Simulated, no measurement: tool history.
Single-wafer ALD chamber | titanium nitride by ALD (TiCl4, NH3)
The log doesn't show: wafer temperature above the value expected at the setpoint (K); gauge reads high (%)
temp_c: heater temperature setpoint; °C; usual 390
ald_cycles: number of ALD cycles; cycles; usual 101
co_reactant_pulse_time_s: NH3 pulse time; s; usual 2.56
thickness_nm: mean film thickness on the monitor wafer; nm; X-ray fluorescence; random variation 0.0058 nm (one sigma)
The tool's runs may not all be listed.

run   hour  temp_c  ald_cycles  co_reactant_pulse_time_s  wafers since the last listed run  hours since the last thermocouple change  hours since the showerhead was replaced  hours since the gauge calibration  read-back reference wafer on the same gauge, thickness_nm  thickness_nm
  1    0.0     390         114                      1.81                                 0                                     231.8                                   2556.8                               99.1                                                      2.564         2.546
  2   13.3     390         101                      2.56                                25                                     245.1                                   2570.1                              112.4                                                      2.567         2.326
  3   42.0     390         101                      2.56                                55                                     273.8                                   2598.8                              141.1                                                      2.566         2.325
  4   64.7     390         101                      2.56                                43                                     296.5                                   2621.5                              163.8                                                      2.567         2.326
  5   91.3     390         101                      2.56                                51                                     323.1                                   2648.1                              190.4                                                      2.564         2.320
  6  111.5     390         101                      2.56                                38                                     343.3                                   2668.3                              210.6                                                      2.561         2.318
  7  124.9     390         101                      2.56                                25                                     356.7                                   2681.7                              224.0                                                      2.559         2.318
  8  140.1     390         101                      2.56                                29                                     371.9                                   2696.9                              239.2                                                      2.561         2.327
  9  158.8     390         101                      2.56                                35                                     390.6                                   2715.6                              257.9                                                      2.562         2.313
 10  184.0     390         101                      2.56                                48                                     415.8                                   2740.8                              283.1                                                      2.559         2.302
 11  203.3     390          88                      2.56                                37                                     435.1                                   2760.1                              302.4                                                      2.558         2.022
 12  230.1     390          88                      2.56                                51                                     461.9                                   2786.9                              329.2                                                      2.556         2.010
 13  258.1     390          88                      2.56                                53                                     489.9                                   2814.9                              357.2                                                      2.550         2.011
 14  271.6     390         101                      2.56                                25                                     503.4                                   2828.4                              370.7                                                      2.552         2.310
 15  289.1     390         101                      2.56                                33                                     520.9                                   2845.9                              388.2                                                      2.550         2.315
 16  310.2     390         101                      2.56                                40                                     542.0                                   2867.0                              409.3                                                      2.549         2.312
 17  333.8     390         101                      2.56                                45                                     565.6                                   2890.6                              432.9                                                      2.546         2.303
 18  360.2     390         101                      2.56                                50                                     592.0                                   2917.0                              459.3                                                      2.546         2.307
     388.6  -- showerhead replaced
 19  389.1     390         101                      2.56                                40                                     620.9                                      0.5                              488.2                                                      2.540         2.305
     394.6  -- gauge calibrated
 20  424.1     383         101                      2.19                                67                                     655.9                                     35.5                               29.5                                                      2.571         2.291
 21  455.0     390         101                      2.56                                59                                     686.8                                     66.4                               60.4                                                      2.573         2.331
 22  480.8     381         101                      3.20                                49                                     712.6                                     92.2                               86.2                                                      2.571         2.360
 23  500.7     390         101                      2.56                                38                                     732.5                                    112.1                              106.1                                                      2.572         2.319
 24  518.5     390         101                      2.56                                34                                     750.3                                    129.9                              123.9                                                      2.573         2.321
 25  540.8     390          88                      3.09                                42                                     772.6                                    152.2                              146.2                                                      2.570         2.055
 26  553.0     380         121                      2.98                                23                                     784.8                                    164.4                              158.4                                                      2.570         2.795
 27  580.8     394         108                      3.14                                53                                     812.6                                    192.2                              186.2                                                      2.570         2.532
 28  596.7     390         114                      2.56                                30                                     828.5                                    208.1                              202.1                                                      2.567         2.626
     615.0  -- thermocouple changed; heater temperature recalibrated
 29  616.9     390         101                      2.56                                23                                       1.9                                    228.3                              222.3                                                      2.568         2.325
 30  642.6     390         120                      1.66                                49                                      27.6                                    254.0                              248.0                                                      2.564         2.655
 31  658.0     390         120                      2.17                                29                                      43.0                                    269.4                              263.4                                                      2.563         2.724
 32  675.7     390         101                      2.56                                34                                      60.7                                    287.1                              281.1                                                      2.564         2.325
 33  707.2     380         119                      3.06                                60                                      92.2                                    318.6                              312.6                                                      2.562         2.737
 34  736.0     397         120                      1.67                                55                                     121.0                                    347.4                              341.4                                                      2.560         2.678
 35  749.5     390         107                      2.56                                25                                     134.5                                    360.9                              354.9                                                      2.560         2.451
 36  781.9     378         114                      1.92                                62                                     166.9                                    393.3                              387.3                                                      2.556         2.514
 37  803.8     404         101                      2.56                                42                                     188.8                                    415.2                              409.2                                                      2.556         2.329
 38  824.6     398         101                      1.64                                39                                     209.6                                    436.0                              430.0                                                      2.553         2.246
 39  846.1     390          88                      2.56                                41                                     231.1                                    457.5                              451.5                                                      2.552         2.013

Some steps in thickness_nm between neighbouring runs. How much of each would the tool show without its hidden state too (settings, what came in, random variation), and how much is left for the hidden state, with any gauge scatter that isn't in both results?
Run 13 -> 14: ald_cycles 88 -> 101. thickness_nm +0.299 nm: hidden state -0.003, all else +0.302.
Run 18 -> 19: showerhead replaced. thickness_nm -0.002 nm: hidden state -0.003, all else +0.001.
Run 19 -> 20: temp_c 390 -> 383, co_reactant_pulse_time_s 2.56 -> 2.19, gauge calibrated. thickness_nm -0.014 nm: hidden state +0.028, all else -0.042.
Run 25 -> 26: temp_c 390 -> 380, ald_cycles 88 -> 121, co_reactant_pulse_time_s 3.09 -> 2.98. thickness_nm +0.740 nm: hidden state +0.000, all else +0.740.
Run 31 -> 32: ald_cycles 120 -> 101, co_reactant_pulse_time_s 2.17 -> 2.56. thickness_nm -0.399 nm: hidden state +0.000, all else -0.399.
Run 32 -> 33: temp_c 390 -> 380, ald_cycles 101 -> 119, co_reactant_pulse_time_s 2.56 -> 3.06. thickness_nm +0.412 nm: hidden state -0.003, all else +0.415.
